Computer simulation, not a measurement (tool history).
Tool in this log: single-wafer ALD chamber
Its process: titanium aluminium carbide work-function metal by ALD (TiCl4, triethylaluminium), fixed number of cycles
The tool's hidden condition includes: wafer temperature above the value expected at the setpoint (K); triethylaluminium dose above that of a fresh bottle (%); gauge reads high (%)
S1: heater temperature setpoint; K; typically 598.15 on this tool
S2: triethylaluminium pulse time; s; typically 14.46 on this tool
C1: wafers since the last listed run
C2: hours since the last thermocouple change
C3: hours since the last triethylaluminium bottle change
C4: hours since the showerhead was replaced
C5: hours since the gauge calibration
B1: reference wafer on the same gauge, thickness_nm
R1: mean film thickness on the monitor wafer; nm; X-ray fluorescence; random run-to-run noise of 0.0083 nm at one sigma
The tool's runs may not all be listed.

run     day      S1     S2   C1      C2      C3      C4      C5     B1     R1
  1   0.000  598.15  14.46    0  1387.6   964.1  2758.7   731.4  2.030  2.101
  2   2.400  598.15  14.46  486  1445.2  1021.7  2816.3   789.0  2.032  2.095
  3   3.875  598.15  14.46  299  1480.6  1057.1  2851.7   824.4  2.030  2.099
  4   5.188  598.15  14.46  266  1512.1  1088.6  2883.2   855.9  2.030  2.094
  5   6.721  598.15  14.46  310  1548.9  1125.4  2920.0   892.7  2.030  2.092
  6   8.329  598.15  14.46  326  1587.5  1164.0  2958.6   931.3  2.031  2.106
  7  11.112  598.15  14.46  564  1654.3  1230.8  3025.4   998.1  2.032  2.074
  8  12.712  598.15  14.46  324  1692.7  1269.2  3063.8  1036.5  2.029  2.071
  9  15.558  598.15  16.46  577  1761.0  1337.5  3132.1  1104.8  2.030  2.097
     18.738  -- thermocouple changed; heater temperature recalibrated
 10  18.758  598.15  14.46  581     0.5  1414.3  3208.9  1181.6  2.030  2.119
 11  21.088  591.15  17.21  472    56.4  1470.2  3264.8  1237.5  2.030  2.077
 12  22.279  591.15  17.21  241    85.0  1498.8  3293.4  1266.1  2.030  2.095
 13  24.100  598.15  14.46  369   128.7  1542.5  3337.1  1309.8  2.031  2.121
     26.462  -- showerhead replaced
 14  26.688  598.15  14.46  457   190.8  1604.6     5.4  1371.9  2.029  2.110
 15  29.638  598.15  14.46  598   261.6  1675.4    76.2  1442.7  2.028  2.098
     31.667  -- gauge calibrated
 16  32.567  589.15   8.98  594   331.9  1745.7   146.5    21.6  2.030  1.791
 17  34.346  606.15  12.19  360   374.6  1788.4   189.2    64.3  2.030  2.082
 18  37.008  610.15  10.79  539   438.5  1852.3   253.1   128.2  2.029  2.061
 19  39.717  598.15  14.46  549   503.5  1917.3   318.1   193.2  2.030  2.062
     41.975  -- triethylaluminium bottle replaced
 20  41.996  585.15  14.46  394   558.2     0.5   372.8   247.9  2.029  2.052
 21  45.012  598.15  14.46  611   630.6    72.9   445.2   320.3  2.029  2.156
 22  46.346  590.15  12.30  270   662.6   104.9   477.2   352.3  2.031  2.076
 23  47.629  608.15   9.59  260   693.4   135.7   508.0   383.1  2.030  2.151
 24  49.954  604.15  16.61  471   749.2   191.5   563.8   438.9  2.027  2.194
 25  54.429  603.15  17.99  907   856.6   298.9   671.2   546.3  2.029  2.189

Forecast each of these 4 alternatives for the next run:
  A  54.446  598.15  17.26   3  857.0  299.3  671.6  546.7   ?   ?
  B  54.446  598.15   8.86   3  857.0  299.3  671.6  546.7   ?   ?
  C  54.446  604.15  12.35   3  857.0  299.3  671.6  546.7   ?   ?
  D  54.446  605.15  11.86   3  857.0  299.3  671.6  546.7   ?   ?

run     B1     R1
  A  2.031  2.165
  B  2.031  2.039
  C  2.031  2.182
  D  2.031  2.183
Had the tool no hidden state, the same runs would have come out as:
run     R1
  A  2.193
  B  2.086
  C  2.218
  D  2.220
